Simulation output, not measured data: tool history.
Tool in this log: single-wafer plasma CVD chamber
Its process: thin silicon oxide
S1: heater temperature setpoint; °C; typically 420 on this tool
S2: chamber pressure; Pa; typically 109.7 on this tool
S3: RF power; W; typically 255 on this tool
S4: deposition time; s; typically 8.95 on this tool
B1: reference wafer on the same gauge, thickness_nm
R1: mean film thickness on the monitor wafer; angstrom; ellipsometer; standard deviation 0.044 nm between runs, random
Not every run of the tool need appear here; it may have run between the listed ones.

run 1 hour=0 | S1=420 S2=109.7 S3=255 S4=8.95 | B1=15.797 | R1=150.11
run 2 hour=49.1 | S1=420 S2=109.7 S3=255 S4=8.95 | B1=15.799 | R1=150.7
run 3 hour=62.7 | S1=420 S2=109.7 S3=255 S4=8.95 | B1=15.806 | R1=149.41
-- hour=71.1 thermocouple changed; heater temperature recalibrated
run 4 hour=80.2 | S1=420 S2=109.7 S3=255 S4=8.95 | B1=15.792 | R1=150.38
run 5 hour=96.9 | S1=420 S2=109.7 S3=255 S4=8.95 | B1=15.8 | R1=150.88
-- hour=114.3 RF generator calibrated
run 6 hour=114.8 | S1=420 S2=109.7 S3=255 S4=8.95 | B1=15.801 | R1=160.87
run 7 hour=117 | S1=420 S2=109.7 S3=255 S4=8.95 | B1=15.803 | R1=160.22
-- hour=131.6 capacitance manometer re-zeroed and calibrated
run 8 hour=132.1 | S1=420 S2=125.9 S3=255 S4=8.95 | B1=15.799 | R1=170.57
-- hour=135.4 gauge calibrated
run 9 hour=145.9 | S1=420 S2=109.7 S3=255 S4=8.95 | B1=15.798 | R1=160.61
run 10 hour=162.1 | S1=420 S2=109.7 S3=255 S4=8.95 | B1=15.803 | R1=159.77
-- hour=185.6 showerhead replaced
run 11 hour=186.1 | S1=420 S2=109.7 S3=215 S4=8.95 | B1=15.792 | R1=140.68
run 12 hour=188.8 | S1=420 S2=109.7 S3=255 S4=8.95 | B1=15.798 | R1=159.04
run 13 hour=199.4 | S1=424 S2=109.7 S3=210 S4=8.95 | B1=15.801 | R1=138.48
run 14 hour=209.5 | S1=406 S2=109.7 S3=290 S4=8.95 | B1=15.803 | R1=174.4
run 15 hour=218.4 | S1=420 S2=118.9 S3=255 S4=8.95 | B1=15.8 | R1=165.35
run 16 hour=235.4 | S1=420 S2=109.7 S3=255 S4=8.95 | B1=15.803 | R1=159.24
run 17 hour=247.1 | S1=426 S2=109.7 S3=255 S4=8.95 | B1=15.801 | R1=158.85
run 18 hour=257.2 | S1=420 S2=109.7 S3=305 S4=8.95 | B1=15.798 | R1=176.57
run 19 hour=269.8 | S1=434 S2=109.7 S3=255 S4=8.95 | B1=15.803 | R1=157.05
run 20 hour=278.7 | S1=429 S2=109.7 S3=215 S4=8.95 | B1=15.8 | R1=139.56
run 21 hour=286.1 | S1=420 S2=109.7 S3=255 S4=8.95 | B1=15.798 | R1=158.29
run 22 hour=300.6 | S1=420 S2=124.7 S3=255 S4=7.65 | B1=15.81 | R1=142.73
run 23 hour=312 | S1=435 S2=136.8 S3=225 S4=7.89 | B1=15.789 | R1=140.9
run 24 hour=326.9 | S1=420 S2=109.7 S3=255 S4=8.95 | B1=15.806 | R1=157.66
run 25 hour=344 | S1=435 S2=90 S3=290 S4=7.67 | B1=15.799 | R1=132.36
run 26 hour=350.8 | S1=420 S2=109.7 S3=255 S4=8.95 | B1=15.807 | R1=158.46
run 27 hour=358.9 | S1=406 S2=109.7 S3=255 S4=8.95 | B1=15.796 | R1=159.11
run 28 hour=372.8 | S1=414 S2=117.6 S3=255 S4=7.8 | B1=15.796 | R1=141.89
run 29 hour=383.6 | S1=425 S2=93.6 S3=205 S4=7.63 | B1=15.799 | R1=106.01

Alternative continuations, all from the tool just after run 29; predict every row:
run A hour=384 | S1=420 S2=109.7 S3=300 S4=8.95 | B1=? | R1=?
run B hour=384 | S1=420 S2=109.7 S3=255 S4=7.42 | B1=? | R1=?
run C hour=384 | S1=413 S2=124 S3=230 S4=8 | B1=? | R1=?
run D hour=384 | S1=427 S2=99.1 S3=255 S4=8.95 | B1=? | R1=?

run=A B1=15.794 R1=172.9
run=B B1=15.794 R1=130.04
run=C B1=15.794 R1=138.79
run=D B1=15.794 R1=148.4
With the hidden condition removed and each run's random variation left untouched, the same runs would have given:
run=A R1=176.05
run=B R1=132.77
run=C R1=141.83
run=D R1=151.51

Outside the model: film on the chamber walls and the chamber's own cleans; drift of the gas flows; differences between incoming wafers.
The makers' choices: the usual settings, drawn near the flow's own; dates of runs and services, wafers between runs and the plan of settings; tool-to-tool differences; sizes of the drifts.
